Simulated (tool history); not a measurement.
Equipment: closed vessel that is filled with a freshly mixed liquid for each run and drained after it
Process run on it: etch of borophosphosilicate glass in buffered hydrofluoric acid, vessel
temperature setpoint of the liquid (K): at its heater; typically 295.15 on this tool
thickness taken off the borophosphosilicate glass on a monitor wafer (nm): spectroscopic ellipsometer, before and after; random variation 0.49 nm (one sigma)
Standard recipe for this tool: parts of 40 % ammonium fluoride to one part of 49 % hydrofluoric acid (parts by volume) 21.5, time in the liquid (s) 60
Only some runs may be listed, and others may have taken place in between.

run     day  temperature setpoint of the liquid (K)  parts of 40 % ammonium fluoride to one part of 49 % hydrofluoric acid (parts by volume)  time in the liquid (s)  read-back film thickness of the borophosphosilicate glass reference wafer, read on the same gauge (nm)  thickness taken off the borophosphosilicate glass on a monitor wafer (nm)
  1   0.000                                  295.15                                                                                     21.5                      60                                                                                                  149.99                                                                      51.20
  2   2.396                                  295.15                                                                                     21.5                      60                                                                                                  149.97                                                                      50.97
  3   8.312                                  295.15                                                                                     21.5                      60                                                                                                  149.98                                                                      50.18
  4  14.438                                  295.15                                                                                     21.5                      60                                                                                                  149.99                                                                      50.45
  5  15.992                                  295.15                                                                                     18.0                      60                                                                                                  150.01                                                                      58.87
  6  17.162                                  295.15                                                                                     18.0                      60                                                                                                  149.98                                                                      58.14
  7  19.162                                  295.15                                                                                     18.0                      60                                                                                                  150.01                                                                      59.11
  8  20.450                                  296.65                                                                                     19.0                      60                                                                                                  150.02                                                                      60.99
     20.550  -- thermometer replaced
  9  22.908                                  296.65                                                                                     19.0                      60                                                                                                  149.99                                                                      65.80
 10  26.212                                  295.15                                                                                     25.0                      60                                                                                                  150.04                                                                      49.30
 11  28.325                                  293.65                                                                                     28.0                      40                                                                                                  149.99                                                                      27.99
 12  29.542                                  293.65                                                                                     24.5                      30                                                                                                  150.05                                                                      22.78
 13  31.200                                  295.15                                                                                     21.5                      75                                                                                                  150.01                                                                      67.84
 14  33.400                                  295.15                                                                                     21.5                      60                                                                                                  150.02                                                                      52.88
 15  34.925                                  295.15                                                                                     21.5                      60                                                                                                  150.01                                                                      54.61
     37.821  -- gauge calibrated
 16  37.900                                  295.15                                                                                     21.5                      60                                                                                                  150.01                                                                      54.42
 17  39.608                                  296.65                                                                                     21.5                      50                                                                                                  149.98                                                                      48.75
     39.679  -- hydrofluoric acid flow meter replaced
 18  42.488                                  295.15                                                                                     16.0                      60                                                                                                  150.02                                                                      68.97
 19  45.308                                  298.15                                                                                     16.5                      70                                                                                                  149.98                                                                      92.82
 20  47.425                                  295.15                                                                                     21.5                      30                                                                                                  150.02                                                                      26.52
 21  48.625                                  295.15                                                                                     21.5                      60                                                                                                  150.01                                                                      52.42
 22  50.046                                  293.65                                                                                     21.5                      60                                                                                                  150.01                                                                      48.41
 23  52.521                                  291.15                                                                                     21.5                      30                                                                                                  150.06                                                                      21.28
 24  53.788                                  295.15                                                                                     21.5                      60                                                                                                  150.01                                                                      53.76
 25  55.242                                  292.15                                                                                     21.5                      60                                                                                                  150.01                                                                      44.33
 26  57.208                                  295.15                                                                                     21.5                      60                                                                                                  149.99                                                                      52.42
 27  59.200                                  291.15                                                                                     19.0                      60                                                                                                  149.98                                                                      45.99
 28  60.783                                  299.15                                                                                     21.5                      60                                                                                                  149.97                                                                      65.14
 29  61.983                                  295.15                                                                                     29.0                      60                                                                                                  150.03                                                                      43.04
 30  64.942                                  295.15                                                                                     18.0                      60                                                                                                  150.03                                                                      60.19

Selected run-to-run steps in thickness taken off the borophosphosilicate glass on a monitor wafer (nm), each split into two signed amounts: the part the tool would show with no hidden state at all (from settings, incoming material and random variation), and the remainder, which goes to the hidden state together with any gauge scatter not common to the measured and the hidden-state-free results:
Hidden state present: liquid colder than its thermometer reads (K); hydrofluoric acid flow above the setpoint (%); gauge reads high (%).
Run 8 -> 9: thermometer replaced. thickness taken off the borophosphosilicate glass on a monitor wafer (nm) +4.81: hidden state +5.55, all else -0.74.
Run 12 -> 13: temperature setpoint of the liquid (K) 293.65 -> 295.15, parts of 40 % ammonium fluoride to one part of 49 % hydrofluoric acid (parts by volume) 24.5 -> 21.5, time in the liquid (s) 30 -> 75. thickness taken off the borophosphosilicate glass on a monitor wafer (nm) +45.06: hidden state -0.99, all else +46.05.
Run 19 -> 20: temperature setpoint of the liquid (K) 298.15 -> 295.15, parts of 40 % ammonium fluoride to one part of 49 % hydrofluoric acid (parts by volume) 16.5 -> 21.5, time in the liquid (s) 70 -> 30. thickness taken off the borophosphosilicate glass on a monitor wafer (nm) -66.30: hidden state +2.35, all else -68.65.
Run 23 -> 24: temperature setpoint of the liquid (K) 291.15 -> 295.15, time in the liquid (s) 30 -> 60. thickness taken off the borophosphosilicate glass on a monitor wafer (nm) +32.48: hidden state -1.55, all else +34.03.
